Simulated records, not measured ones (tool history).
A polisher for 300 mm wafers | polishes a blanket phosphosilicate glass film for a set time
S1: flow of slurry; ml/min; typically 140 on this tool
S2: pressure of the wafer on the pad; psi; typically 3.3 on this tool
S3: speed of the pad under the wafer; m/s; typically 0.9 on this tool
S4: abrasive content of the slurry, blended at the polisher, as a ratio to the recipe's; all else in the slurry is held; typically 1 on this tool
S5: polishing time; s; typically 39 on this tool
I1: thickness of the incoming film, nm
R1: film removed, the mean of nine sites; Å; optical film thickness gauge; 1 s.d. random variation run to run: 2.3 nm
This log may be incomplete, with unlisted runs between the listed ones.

run    hour   S1   S2    S3    S4  S5      I1    R1
  1       0  115  3.3   0.9     1  39  4373.8  3126
       33.6  -- slurry blender recalibrated
  2    53.3  155  3.3   0.9     1  39  4428.1  3288
  3     140  155  3.3   0.9     1  39  4369.5  3210
  4   234.9  155  3.3   0.9  1.15  39  4369.8  3351
      263.4  -- worn pad replaced by a new one
  5   274.4  155  3.3   0.9  1.15  39  4345.9  3635
  6   338.9  140  3.3   0.9     1  39  4330.5  3306
      341.1  -- conditioning disc replaced and pad reconditioned
  7   423.1  140  3.3  0.64  1.25  25  4408.8  1795
  8   498.9  140  2.4   0.9  1.15  39  4386.8  2530
      558.8  -- slurry nozzle cleaned
  9   564.7  140  3.3   0.9     1  39  4410.9  3187
      597.5  -- slurry blender recalibrated
 10   662.1  140  3.3   0.9     1  27  4397.4  2183
 11     756  140  3.3   0.9   0.8  39  4411.8  2767
 12     831  140  3.3   0.9     1  39  4404.9  3054
      842.2  -- worn pad replaced by a new one
 13   879.5  140  3.9   0.9     1  43  4417.3  4340
        912  -- conditioning disc replaced and pad reconditioned
 14   926.7  140  3.3   0.9     1  39  4387.9  3273
 15   973.5  140  3.3  0.78     1  39    4356  2915
     1016.1  -- slurry nozzle cleaned
     1016.9  -- head pressure recalibrated
 16  1038.3  100  3.3  0.72     1  39  4426.9  2530
 17  1091.6  140  3.3   0.9     1  39  4331.5  3196
     1150.3  -- slurry blender recalibrated
 18  1187.7  140  3.3   0.9     1  39  4385.9  3144
 19  1223.9  120  2.8   0.9     1  39  4414.7  2550
 20  1268.6  140  3.3   0.9   0.8  47  4381.7  3336
 21  1327.6  140  3.3   0.9     1  39  4466.4  3030
     1369.3  -- worn pad replaced by a new one
       1420  -- conditioning disc replaced and pad reconditioned
 22  1424.2  140  3.3   0.9     1  25  4373.5  2123
 23  1469.6  140  4.3   0.9   0.7  39  4367.1  3654
 24  1512.8  140  3.3   0.9     1  39  4344.5  3276
 25  1561.5  140  3.3   0.9     1  35  4420.1  2915

4 ways to go on from here, each from the tool as it stands after run 25. What would each give?
  A  1561.9  140  3.3   0.9     1  39  4357.5   ?
  B  1561.9  140  3.6  1.02   1.3  52  4357.5   ?
  C  1561.9  140  3.3   0.9   0.7  39  4357.5   ?
  D  1561.9  140  3.3   0.9  0.85  31  4357.5   ?

run    R1
  A  3266
  B  5830
  C  2760
  D  2412
What these runs would have given with no unlogged condition in the tool:
run    R1
  A  3407
  B  6083
  C  2879
  D  2516
